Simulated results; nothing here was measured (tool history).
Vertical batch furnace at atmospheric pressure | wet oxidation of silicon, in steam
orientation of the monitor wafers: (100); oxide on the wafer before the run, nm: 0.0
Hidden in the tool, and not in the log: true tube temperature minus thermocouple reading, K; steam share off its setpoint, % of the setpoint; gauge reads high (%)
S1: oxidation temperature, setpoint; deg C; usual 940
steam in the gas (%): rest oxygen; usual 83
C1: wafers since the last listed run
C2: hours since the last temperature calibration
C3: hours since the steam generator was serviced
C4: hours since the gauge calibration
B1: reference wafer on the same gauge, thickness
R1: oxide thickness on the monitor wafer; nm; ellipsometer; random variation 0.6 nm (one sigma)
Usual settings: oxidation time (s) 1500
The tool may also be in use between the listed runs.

run 1 hour=0.0 | S1=948 oxidation_time_(s)=1500 steam_in_the_gas_(%)=83 | C1=0 C2=1215.8 C3=727.3 C4=262.1 | B1=126.87 | R1=120.72
run 2 hour=26.4 | S1=948 oxidation_time_(s)=1500 steam_in_the_gas_(%)=83 | C1=593 C2=1242.2 C3=753.7 C4=288.5 | B1=126.95 | R1=121.21
run 3 hour=41.6 | S1=960 oxidation_time_(s)=1500 steam_in_the_gas_(%)=88 | C1=341 C2=1257.4 C3=768.9 C4=303.7 | B1=126.96 | R1=146.42
run 4 hour=60.1 | S1=960 oxidation_time_(s)=1500 steam_in_the_gas_(%)=88 | C1=415 C2=1275.9 C3=787.4 C4=322.2 | B1=126.87 | R1=145.71
run 5 hour=78.7 | S1=960 oxidation_time_(s)=1500 steam_in_the_gas_(%)=88 | C1=418 C2=1294.5 C3=806.0 C4=340.8 | B1=127.04 | R1=145.72
run 6 hour=105.8 | S1=940 oxidation_time_(s)=1020 steam_in_the_gas_(%)=83 | C1=609 C2=1321.6 C3=833.1 C4=367.9 | B1=127.02 | R1=77.16
run 7 hour=140.9 | S1=940 oxidation_time_(s)=1500 steam_in_the_gas_(%)=83 | C1=789 C2=1356.7 C3=868.2 C4=403.0 | B1=126.88 | R1=108.66
run 8 hour=157.7 | S1=940 oxidation_time_(s)=1500 steam_in_the_gas_(%)=83 | C1=377 C2=1373.5 C3=885.0 C4=419.8 | B1=126.88 | R1=108.55
run 9 hour=193.5 | S1=940 oxidation_time_(s)=1500 steam_in_the_gas_(%)=83 | C1=804 C2=1409.3 C3=920.8 C4=455.6 | B1=126.95 | R1=110.40
run 10 hour=214.5 | S1=940 oxidation_time_(s)=1500 steam_in_the_gas_(%)=83 | C1=472 C2=1430.3 C3=941.8 C4=476.6 | B1=126.98 | R1=109.86
run 11 hour=232.4 | S1=933 oxidation_time_(s)=1500 steam_in_the_gas_(%)=83 | C1=402 C2=1448.2 C3=959.7 C4=494.5 | B1=127.04 | R1=100.29
run 12 hour=249.3 | S1=933 oxidation_time_(s)=1500 steam_in_the_gas_(%)=83 | C1=379 C2=1465.1 C3=976.6 C4=511.4 | B1=126.98 | R1=99.89
run 13 hour=283.2 | S1=951 oxidation_time_(s)=1500 steam_in_the_gas_(%)=83 | C1=762 C2=1499.0 C3=1010.5 C4=545.3 | B1=127.09 | R1=124.86
run 14 hour=311.6 | S1=951 oxidation_time_(s)=1500 steam_in_the_gas_(%)=83 | C1=638 C2=1527.4 C3=1038.9 C4=573.7 | B1=126.98 | R1=124.92
-- hour=336.4 steam generator serviced
run 15 hour=336.9 | S1=951 oxidation_time_(s)=1500 steam_in_the_gas_(%)=83 | C1=29 C2=1552.7 C3=0.5 C4=599.0 | B1=126.99 | R1=124.11
run 16 hour=340.6 | S1=923 oxidation_time_(s)=1500 steam_in_the_gas_(%)=83 | C1=83 C2=1556.4 C3=4.2 C4=602.7 | B1=126.94 | R1=89.14
run 17 hour=368.6 | S1=940 oxidation_time_(s)=1500 steam_in_the_gas_(%)=83 | C1=629 C2=1584.4 C3=32.2 C4=630.7 | B1=126.96 | R1=109.83
run 18 hour=392.9 | S1=940 oxidation_time_(s)=1500 steam_in_the_gas_(%)=83 | C1=546 C2=1608.7 C3=56.5 C4=655.0 | B1=127.02 | R1=109.13
run 19 hour=405.5 | S1=946 oxidation_time_(s)=2070 steam_in_the_gas_(%)=78 | C1=283 C2=1621.3 C3=69.1 C4=667.6 | B1=126.99 | R1=147.09
run 20 hour=424.7 | S1=940 oxidation_time_(s)=1260 steam_in_the_gas_(%)=73 | C1=431 C2=1640.5 C3=88.3 C4=686.8 | B1=127.00 | R1=83.14
run 21 hour=441.0 | S1=940 oxidation_time_(s)=750 steam_in_the_gas_(%)=83 | C1=366 C2=1656.8 C3=104.6 C4=703.1 | B1=127.02 | R1=57.81
run 22 hour=472.9 | S1=940 oxidation_time_(s)=1500 steam_in_the_gas_(%)=83 | C1=717 C2=1688.7 C3=136.5 C4=735.0 | B1=127.02 | R1=109.65
-- hour=475.7 gauge calibrated
run 23 hour=487.6 | S1=940 oxidation_time_(s)=1500 steam_in_the_gas_(%)=83 | C1=330 C2=1703.4 C3=151.2 C4=11.9 | B1=126.82 | R1=109.33
run 24 hour=504.3 | S1=940 oxidation_time_(s)=1890 steam_in_the_gas_(%)=91 | C1=375 C2=1720.1 C3=167.9 C4=28.6 | B1=127.09 | R1=145.82
run 25 hour=521.2 | S1=940 oxidation_time_(s)=1500 steam_in_the_gas_(%)=83 | C1=379 C2=1737.0 C3=184.8 C4=45.5 | B1=127.07 | R1=109.10
run 26 hour=537.9 | S1=924 oxidation_time_(s)=1500 steam_in_the_gas_(%)=76 | C1=375 C2=1753.7 C3=201.5 C4=62.2 | B1=127.03 | R1=82.82
run 27 hour=566.3 | S1=929 oxidation_time_(s)=1860 steam_in_the_gas_(%)=77 | C1=638 C2=1782.1 C3=229.9 C4=90.6 | B1=127.09 | R1=109.63
run 28 hour=600.4 | S1=927 oxidation_time_(s)=1500 steam_in_the_gas_(%)=72 | C1=766 C2=1816.2 C3=264.0 C4=124.7 | B1=127.05 | R1=81.48
run 29 hour=635.5 | S1=953 oxidation_time_(s)=1890 steam_in_the_gas_(%)=74 | C1=789 C2=1851.3 C3=299.1 C4=159.8 | B1=127.05 | R1=142.68
-- hour=665.1 thermocouples replaced and temperature profile calibrated
run 30 hour=665.6 | S1=952 oxidation_time_(s)=1260 steam_in_the_gas_(%)=95 | C1=137 C2=0.5 C3=329.2 C4=189.9 | B1=127.10 | R1=123.19
run 31 hour=687.2 | S1=962 oxidation_time_(s)=1500 steam_in_the_gas_(%)=83 | C1=485 C2=22.1 C3=350.8 C4=211.5 | B1=126.96 | R1=142.94
run 32 hour=717.5 | S1=940 oxidation_time_(s)=1500 steam_in_the_gas_(%)=83 | C1=681 C2=52.4 C3=381.1 C4=241.8 | B1=127.00 | R1=109.39
run 33 hour=802.1 | S1=963 oxidation_time_(s)=870 steam_in_the_gas_(%)=83 | C1=1901 C2=137.0 C3=465.7 C4=326.4 | B1=126.89 | R1=89.20
run 34 hour=824.3 | S1=960 oxidation_time_(s)=1500 steam_in_the_gas_(%)=88 | C1=499 C2=159.2 C3=487.9 C4=348.6 | B1=127.02 | R1=146.10
run 35 hour=856.8 | S1=929 oxidation_time_(s)=1740 steam_in_the_gas_(%)=91 | C1=730 C2=191.7 C3=520.4 C4=381.1 | B1=126.94 | R1=119.60
run 36 hour=874.9 | S1=940 oxidation_time_(s)=1500 steam_in_the_gas_(%)=83 | C1=406 C2=209.8 C3=538.5 C4=399.2 | B1=127.02 | R1=109.72
run 37 hour=890.7 | S1=957 oxidation_time_(s)=1500 steam_in_the_gas_(%)=89 | C1=355 C2=225.6 C3=554.3 C4=415.0 | B1=127.07 | R1=142.02
run 38 hour=922.3 | S1=940 oxidation_time_(s)=1500 steam_in_the_gas_(%)=83 | C1=710 C2=257.2 C3=585.9 C4=446.6 | B1=126.97 | R1=109.68

4 ways to go on from here, each from the tool as it stands after run 38. What would each give?
run A hour=926.1 | S1=940 oxidation_time_(s)=1500 steam_in_the_gas_(%)=83 | C1=85 C2=261.0 C3=589.7 C4=450.4 | B1=? | R1=?
run B hour=926.1 | S1=957 oxidation_time_(s)=1080 steam_in_the_gas_(%)=90 | C1=85 C2=261.0 C3=589.7 C4=450.4 | B1=? | R1=?
run C hour=926.1 | S1=919 oxidation_time_(s)=1200 steam_in_the_gas_(%)=72 | C1=85 C2=261.0 C3=589.7 C4=450.4 | B1=? | R1=?
run D hour=926.1 | S1=940 oxidation_time_(s)=1860 steam_in_the_gas_(%)=83 | C1=85 C2=261.0 C3=589.7 C4=450.4 | B1=? | R1=?

run=A B1=127.12 R1=108.48
run=B B1=127.12 R1=106.92
run=C B1=127.12 R1=59.49
run=D B1=127.12 R1=131.44
Without the tool's hidden state the same runs would have given:
run=A R1=108.48
run=B R1=106.92
run=C R1=59.49
run=D R1=131.44
